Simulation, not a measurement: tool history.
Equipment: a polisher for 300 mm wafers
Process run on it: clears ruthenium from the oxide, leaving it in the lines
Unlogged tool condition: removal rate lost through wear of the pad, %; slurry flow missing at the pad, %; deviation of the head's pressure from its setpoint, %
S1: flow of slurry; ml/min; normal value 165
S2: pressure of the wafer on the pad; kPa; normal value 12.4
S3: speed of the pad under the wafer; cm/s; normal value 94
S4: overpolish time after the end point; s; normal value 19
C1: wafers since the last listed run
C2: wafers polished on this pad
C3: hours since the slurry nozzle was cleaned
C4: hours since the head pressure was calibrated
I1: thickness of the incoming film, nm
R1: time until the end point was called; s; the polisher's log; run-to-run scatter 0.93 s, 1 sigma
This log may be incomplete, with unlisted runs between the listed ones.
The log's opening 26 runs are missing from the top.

run	hour	S1	S2	S3	S4	C1	C2	C3	C4	I1	R1
27	1431.7	115	8.3	124	25	247	1045	82.2	424.1	88.7	94.1
# hour 1444.4: head pressure recalibrated
28	1491.5	145	12.4	94	9	369	1415	142	47.1	91.3	88.7
29	1552.7	165	12.4	94	24	391	1807	203.2	108.3	89.1	87.3
30	1580.5	210	9	112	28	177	1985	231	136.1	88.5	90.5
# hour 1598.9: worn pad replaced by a new one
31	1605.9	120	12.4	94	19	136	44	256.4	161.5	90.3	93.2
32	1630.2	125	12.4	94	19	155	200	280.7	185.8	91.1	95.5
33	1656.2	225	12.4	94	19	166	366	306.7	211.8	89.7	86.2
34	1710.1	180	15.2	94	25	345	711	360.6	265.7	89.1	77.6
35	1738.1	165	13.8	94	23	179	890	388.6	293.7	90	84.3
36	1788	115	15.2	94	19	319	1210	438.5	343.6	90	84
37	1812.3	205	12.4	94	19	155	1365	462.8	367.9	91.1	88.5
38	1849.3	165	13.8	110	19	236	1602	499.8	404.9	89.4	78.6

Each row is a separate what-if for the run after 38, all from the same tool condition, not one after another. Results?
A	1849.8	165	12.4	94	19	3	1605	500.3	405.4	88.6	?
B	1849.8	205	15.2	124	25	3	1605	500.3	405.4	88.6	?
C	1849.8	165	12.4	94	28	3	1605	500.3	405.4	88.6	?

run	R1
A	88
B	64.7
C	88
With the hidden condition removed and each run's random variation left untouched, the same runs would have given:
run	R1
A	83.2
B	61.6
C	83.2
